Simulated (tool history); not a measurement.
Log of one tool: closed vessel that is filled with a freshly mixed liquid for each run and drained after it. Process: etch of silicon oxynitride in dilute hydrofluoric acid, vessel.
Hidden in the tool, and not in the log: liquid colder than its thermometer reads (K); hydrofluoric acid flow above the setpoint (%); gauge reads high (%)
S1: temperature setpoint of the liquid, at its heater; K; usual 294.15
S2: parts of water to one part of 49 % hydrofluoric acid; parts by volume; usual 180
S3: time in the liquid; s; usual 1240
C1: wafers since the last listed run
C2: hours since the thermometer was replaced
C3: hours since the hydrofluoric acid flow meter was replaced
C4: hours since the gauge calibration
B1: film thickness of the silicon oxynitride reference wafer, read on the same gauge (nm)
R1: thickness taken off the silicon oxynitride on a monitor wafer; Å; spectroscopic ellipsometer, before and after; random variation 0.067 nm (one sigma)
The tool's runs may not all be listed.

run     day      S1   S2    S3    C1      C2     C3     C4      B1     R1
  1   0.000  294.15  180  1240     0  1075.4  503.6  348.6  109.99  144.9
      1.471  -- hydrofluoric acid flow meter replaced
  2   2.542  294.15  155  1240  3005  1136.4   25.7  409.6  110.04  172.3
  3   5.154  294.15  155  1240  3140  1199.1   88.4  472.3  110.03  172.2
  4   6.458  294.15  180  1240  1567  1230.4  119.7  503.6  110.00  145.8
  5   7.679  294.15  180  1240  1467  1259.7  149.0  532.9  109.99  144.9
  6  10.300  294.15  180  1240  3150  1322.6  211.9  595.8  109.98  145.4
     11.642  -- gauge calibrated
  7  13.075  294.15  180  1240  3335  1389.2  278.5   34.4  110.07  145.8
  8  14.783  294.15  180  1240  2053  1430.2  319.5   75.4  110.02  146.0
  9  16.112  294.15  180  1240  1597  1462.1  351.4  107.3  110.01  145.8
     17.375  -- thermometer replaced
 10  18.246  290.15  205  1910  2514    20.9  402.6  158.5  109.98  160.0
 11  20.621  294.15  180  1240  2854    77.9  459.6  215.5  110.00  146.0
     21.588  -- hydrofluoric acid flow meter replaced
 12  22.421  296.65  110  1240  2113   121.1   20.0  258.7  110.01  280.3
 13  27.246  294.15  120   680  5799   236.9  135.8  374.5  110.01  124.5
 14  29.650  296.15  140  1240  2889   294.6  193.5  432.2  110.01  212.4

The next listed run, before its measurement:
 15  31.733  294.15  180  1240  2504  344.6  243.5  482.2   ?   ?

{"run 15": {"B1": 109.97, "R1": 143.9}}
Without the tool's hidden state the same run would have given R1 143.9 Å.
